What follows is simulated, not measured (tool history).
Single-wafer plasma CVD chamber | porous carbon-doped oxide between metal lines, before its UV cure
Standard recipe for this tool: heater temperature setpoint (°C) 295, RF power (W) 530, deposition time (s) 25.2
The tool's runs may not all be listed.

run    hour  heater temperature setpoint (°C)  RF power (W)  deposition time (s)  wafers since the last listed run  hours since the last thermocouple change  hours since the last RF generator calibration  hours since the showerhead was replaced  hours since the gauge calibration  read-back reference wafer on the same gauge, thickness_nm  mean film thickness on the monitor wafer (nm)
  1     0.0                               295           530                 25.2                                 0                                    1476.6                                          589.1                                   1831.9                              786.6                                                    141.035                                        134.965
      155.8  -- gauge calibrated
  2   217.8                               295           530                 25.2                              4651                                    1694.4                                          806.9                                   2049.7                               62.0                                                    141.017                                        134.551
  3   259.8                               295           580                 25.2                               896                                    1736.4                                          848.9                                   2091.7                              104.0                                                    141.053                                        145.241
  4   316.7                               295           580                 25.2                              1215                                    1793.3                                          905.8                                   2148.6                              160.9                                                    141.024                                        144.684
  5   419.1                               295           580                 25.2                              2186                                    1895.7                                         1008.2                                   2251.0                              263.3                                                    140.981                                        145.024
  6   518.6                               295           485                 24.0                              2124                                    1995.2                                         1107.7                                   2350.5                              362.8                                                    141.026                                        118.571
  7   591.0                               295           530                 25.2                              1546                                    2067.6                                         1180.1                                   2422.9                              435.2                                                    140.905                                        134.411
      660.0  -- showerhead replaced
  8   660.5                               295           530                 25.2                              1313                                    2137.1                                         1249.6                                      0.5                              504.7                                                    140.966                                        134.251
  9   755.8                               295           530                 25.2                              2035                                    2232.4                                         1344.9                                     95.8                              600.0                                                    141.025                                        133.438
 10   862.8                               295           530                 25.2                              2284                                    2339.4                                         1451.9                                    202.8                              707.0                                                    140.972                                        134.192
 11   918.7                               295           530                 25.2                              1193                                    2395.3                                         1507.8                                    258.7                              762.9                                                    141.022                                        133.444
     1012.5  -- RF generator calibrated
 12  1013.7                               295           530                 29.6                              1857                                    2490.3                                            1.2                                    353.7                              857.9                                                    141.042                                        156.350
 13  1082.4                               295           440                 21.0                              1467                                    2559.0                                           69.9                                    422.4                              926.6                                                    141.023                                         94.402
     1130.0  -- thermocouple changed; heater temperature recalibrated
     1137.5  -- gauge calibrated
 14  1154.1                               299           635                 22.0                              1360                                      24.1                                          141.6                                    494.1                               16.6                                                    141.015                                        130.182
 15  1233.0                               304           530                 25.2                              1684                                     103.0                                          220.5                                    573.0                               95.5                                                    141.000                                        125.028
 16  1285.3                               295           475                 23.4                              1116                                     155.3                                          272.8                                    625.3                              147.8                                                    141.051                                        110.699
 17  1328.1                               290           530                 28.0                               913                                     198.1                                          315.6                                    668.1                              190.6                                                    140.975                                        149.611
 18  1428.8                               306           530                 22.8                              2150                                     298.8                                          416.3                                    768.8                              291.3                                                    140.932                                        111.235
 19  1509.3                               295           435                 25.2                              1719                                     379.3                                          496.8                                    849.3                              371.8                                                    140.948                                        108.646
     1531.1  -- thermocouple changed; heater temperature recalibrated, repeated, since the last time left the tool worse
 20  1604.5                               295           530                 25.2                              1862                                      73.4                                          592.0                                    944.5                              467.0                                                    140.931                                        137.276
 21  1649.6                               295           530                 25.2                               963                                     118.5                                          637.1                                    989.6                              512.1                                                    141.050                                        137.057
 22  1691.4                               286           530                 20.6                               892                                     160.3                                          678.9                                   1031.4                              553.9                                                    140.992                                        119.466
 23  1733.9                               308           475                 29.0                               907                                     202.8                                          721.4                                   1073.9                              596.4                                                    140.965                                        131.230

Below are 3 alternative next runs, each starting from the tool's condition after run 23. Predict each:
  A  1734.3                               295           530                 25.2                                 8                                     203.2                                          721.8                                   1074.3                              596.8                                                          ?                                              ?
  B  1734.3                               288           530                 28.6                                 8                                     203.2                                          721.8                                   1074.3                              596.8                                                          ?                                              ?
  C  1734.3                               301           495                 23.3                                 8                                     203.2                                          721.8                                   1074.3                              596.8                                                          ?                                              ?

run  read-back reference wafer on the same gauge, thickness_nm  mean film thickness on the monitor wafer (nm)
  A                                                    140.925                                        136.976
  B                                                    140.925                                        162.215
  C                                                    140.925                                        115.214
Without the tool's unlogged condition, the same runs would have read:
run  mean film thickness on the monitor wafer (nm)
  A                                        137.423
  B                                        162.772
  C                                        115.573

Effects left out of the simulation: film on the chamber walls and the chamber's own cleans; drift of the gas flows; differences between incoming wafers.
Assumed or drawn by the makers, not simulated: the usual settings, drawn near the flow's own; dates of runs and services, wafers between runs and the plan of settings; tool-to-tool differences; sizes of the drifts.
